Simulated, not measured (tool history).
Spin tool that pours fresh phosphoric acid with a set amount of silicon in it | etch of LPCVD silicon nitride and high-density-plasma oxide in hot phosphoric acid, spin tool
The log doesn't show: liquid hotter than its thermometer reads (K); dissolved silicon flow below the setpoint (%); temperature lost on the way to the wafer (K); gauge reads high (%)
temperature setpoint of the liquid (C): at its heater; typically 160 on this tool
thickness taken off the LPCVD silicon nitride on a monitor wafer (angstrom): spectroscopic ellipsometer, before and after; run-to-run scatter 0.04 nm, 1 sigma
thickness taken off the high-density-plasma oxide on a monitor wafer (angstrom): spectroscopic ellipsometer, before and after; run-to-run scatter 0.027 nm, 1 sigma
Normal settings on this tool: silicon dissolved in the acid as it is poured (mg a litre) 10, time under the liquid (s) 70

| run | hour | temperature setpoint of the liquid (C) | silicon dissolved in the acid as it is poured (mg a litre) | time under the liquid (s) | wafers since the last listed run | hours since the thermometer was replaced | hours since the dissolved silicon flow meter was replaced | hours since the heated supply line was repaired | hours since the gauge calibration | read-back film thickness of the LPCVD silicon nitride reference wafer, read on the same gauge (nm) | read-back film thickness of the high-density-plasma oxide reference wafer, read on the same gauge (nm) | thickness taken off the LPCVD silicon nitride on a monitor wafer (angstrom) | thickness taken off the high-density-plasma oxide on a monitor wafer (angstrom) |
|---|---|---|---|---|---|---|---|---|---|---|---|---|---|
| 1 | 0 | 160 | 10 | 40 | 0 | 834 | 2202.8 | 1072.9 | 46.9 | 110.01 | 70.029 | 35.6 | 2.16 |
| 2 | 14.5 | 160 | 6 | 70 | 157 | 848.5 | 2217.3 | 1087.4 | 61.4 | 109.96 | 69.991 | 62.3 | 4.9 |
| 3 | 39.2 | 160 | 10 | 80 | 268 | 873.2 | 2242 | 1112.1 | 86.1 | 110.01 | 69.97 | 71.2 | 4.57 |
| 4 | 52.2 | 160 | 10 | 80 | 141 | 886.2 | 2255 | 1125.1 | 99.1 | 109.98 | 70.005 | 71 | 4.06 |
| 5 | 60.7 | 160 | 10 | 80 | 92 | 894.7 | 2263.5 | 1133.6 | 107.6 | 109.96 | 70 | 70.3 | 4.65 |
| 6 | 77.4 | 160 | 10 | 70 | 181 | 911.4 | 2280.2 | 1150.3 | 124.3 | 110.02 | 70.032 | 62.6 | 4.03 |
| 7 | 87.2 | 160 | 10 | 70 | 106 | 921.2 | 2290 | 1160.1 | 134.1 | 109.98 | 70.006 | 62.4 | 4.03 |
| 8 | 98.2 | 160 | 10 | 70 | 119 | 932.2 | 2301 | 1171.1 | 145.1 | 109.99 | 70.009 | 62.9 | 3.98 |
| 9 | 105.3 | 160 | 10 | 70 | 77 | 939.3 | 2308.1 | 1178.2 | 152.2 | 110.01 | 69.981 | 62.5 | 4.38 |
| 10 | 117.5 | 160 | 8 | 35 | 132 | 951.5 | 2320.3 | 1190.4 | 164.4 | 109.99 | 70.002 | 30.8 | 2.33 |
| 11 | 133.8 | 158 | 4 | 40 | 177 | 967.8 | 2336.6 | 1206.7 | 180.7 | 109.97 | 69.972 | 33.2 | 1.93 |
|  | 136 | dissolved silicon flow meter replaced |
| 12 | 140.1 | 162 | 12.5 | 95 | 57 | 974.1 | 4.1 | 1213 | 187 | 110.03 | 70.023 | 91 | 6.26 |
| 13 | 161.4 | 158.5 | 6 | 35 | 231 | 995.4 | 25.4 | 1234.3 | 208.3 | 110 | 70.017 | 29.8 | 2.14 |
|  | 174 | thermometer replaced |
| 14 | 179 | 160 | 10 | 70 | 180 | 5 | 43 | 1251.9 | 225.9 | 110 | 70.011 | 61.9 | 3.97 |
|  | 184.3 | gauge calibrated |
| 15 | 187.5 | 162.5 | 13 | 45 | 92 | 13.5 | 51.5 | 1260.4 | 3.2 | 109.96 | 69.962 | 44.2 | 2.9 |
|  | 191.7 | heated supply line repaired |
| 16 | 198.3 | 157 | 13.5 | 70 | 106 | 24.3 | 62.3 | 6.6 | 14 | 109.99 | 70.014 | 56.2 | 2.72 |
| 17 | 209.5 | 158 | 6.5 | 40 | 121 | 35.5 | 73.5 | 17.8 | 25.2 | 109.99 | 69.998 | 33.6 | 2.32 |
| 18 | 223.7 | 160 | 10 | 70 | 154 | 49.7 | 87.7 | 32 | 39.4 | 110.03 | 70.024 | 62.8 | 3.89 |
| 19 | 236.9 | 160 | 10 | 85 | 143 | 62.9 | 100.9 | 45.2 | 52.6 | 110.01 | 70.013 | 75.4 | 5.4 |
| 20 | 249.3 | 160 | 15.5 | 70 | 134 | 75.3 | 113.3 | 57.6 | 65 | 110.06 | 70.011 | 61.6 | 3.9 |
| 21 | 259 | 160 | 10 | 70 | 105 | 85 | 123 | 67.3 | 74.7 | 110.04 | 70.026 | 62.5 | 4.19 |

Across each entry between runs, compare the hidden state at the last listed run before it with the hidden state at the first listed run after it:
From run 11 to run 12: dissolved silicon flow meter replaced (hour 136)
  no difference in the tool's unlogged condition between these two runs
From run 13 to run 14: thermometer replaced (hour 174)
  no difference in the tool's unlogged condition between these two runs
From run 14 to run 15: gauge calibrated (hour 184.3)
  no difference in the tool's unlogged condition between these two runs
From run 15 to run 16: heated supply line repaired (hour 191.7)
  no difference in the tool's unlogged condition between these two runs
